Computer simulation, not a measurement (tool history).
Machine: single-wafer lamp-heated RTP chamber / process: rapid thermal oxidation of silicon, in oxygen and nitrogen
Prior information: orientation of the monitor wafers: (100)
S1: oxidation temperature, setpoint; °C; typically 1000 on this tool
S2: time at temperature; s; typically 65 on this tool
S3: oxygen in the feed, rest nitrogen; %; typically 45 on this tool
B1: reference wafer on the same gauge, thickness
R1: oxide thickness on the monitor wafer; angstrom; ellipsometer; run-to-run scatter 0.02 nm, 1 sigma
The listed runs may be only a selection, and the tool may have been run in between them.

Run 1, day 0.000: usual settings; B1 4.284. Result: R1 48.45 angstrom.
Run 2, day 0.625: usual settings; B1 4.297. Result: R1 48.56 angstrom.
Run 3, day 1.004: usual settings; B1 4.292. Result: R1 48.28 angstrom.
Run 4, day 1.429: usual settings; B1 4.294. Result: R1 48.55 angstrom.
Run 5, day 1.854: usual settings; B1 4.293. Result: R1 48.82 angstrom.
Run 6, day 2.354: usual settings but S2 58 s; B1 4.286. Result: R1 46.03 angstrom.
Run 7, day 2.708: usual settings; B1 4.292. Result: R1 48.70 angstrom.
Run 8, day 3.425: usual settings; B1 4.288. Result: R1 49.04 angstrom.
Run 9, day 4.012: usual settings; B1 4.289. Result: R1 49.33 angstrom.
Run 10, day 4.746: usual settings; B1 4.287. Result: R1 49.17 angstrom.
At day 5.146: oxygen flow controller replaced.
Run 11, day 5.421: usual settings; B1 4.294. Result: R1 49.21 angstrom.
Run 12, day 5.983: usual settings but S1 1017 °C, S3 74 %; B1 4.282. Result: R1 66.67 angstrom.
Run 13, day 6.517: usual settings; B1 4.296. Result: R1 50.00 angstrom.
Run 14, day 8.242: usual settings but S3 62 %; B1 4.290. Result: R1 56.19 angstrom.
At day 8.754: pyrometer window cleaned and pyrometer calibrated.
Run 15, day 8.775: usual settings but S1 987 °C, S2 90 s, S3 29 %; B1 4.287. Result: R1 41.92 angstrom.
Run 16, day 9.162: usual settings; B1 4.290. Result: R1 46.12 angstrom.
At day 9.558: gauge calibrated.
Run 17, day 9.775: usual settings but S2 34 s, S3 24 %; B1 4.293. Result: R1 30.42 angstrom.
Run 18, day 12.021: usual settings; B1 4.289. Result: R1 46.40 angstrom.
Run 19, day 12.604: usual settings but S1 1020 °C, S2 89 s; B1 4.290. Result: R1 61.29 angstrom.
Run 20, day 13.067: usual settings but S2 38 s; B1 4.286. Result: R1 37.31 angstrom.
Run 21, day 13.733: usual settings but S1 1030 °C; B1 4.286. Result: R1 57.34 angstrom.
Run 22, day 14.354: usual settings but S1 983 °C, S3 21 %; B1 4.291. Result: R1 33.32 angstrom.
Run 23, day 15.121: usual settings; B1 4.287. Result: R1 46.79 angstrom.

Each row is a separate what-if for the run after 23, all from the same tool condition, not one after another. Results?
Run A, day 15.142: usual settings; B1 ?. Result: R1 ?.
Run B, day 15.142: usual settings but S1 977 °C, S2 41 s, S3 55 %; B1 ?. Result: R1 ?.
Run C, day 15.142: usual settings but S2 51 s; B1 ?. Result: R1 ?.
Run D, day 15.142: usual settings but S2 42 s, S3 17 %; B1 ?. Result: R1 ?.
Run E, day 15.142: usual settings but S1 1009 °C, S2 51 s; B1 ?. Result: R1 ?.

run     B1     R1
  A  4.292  46.96
  B  4.292  35.74
  C  4.292  42.49
  D  4.292  30.43
  E  4.292  45.13
Without the tool's unlogged condition, the same runs would have read:
run     R1
  A  46.56
  B  35.46
  C  42.13
  D  30.25
  E  44.75
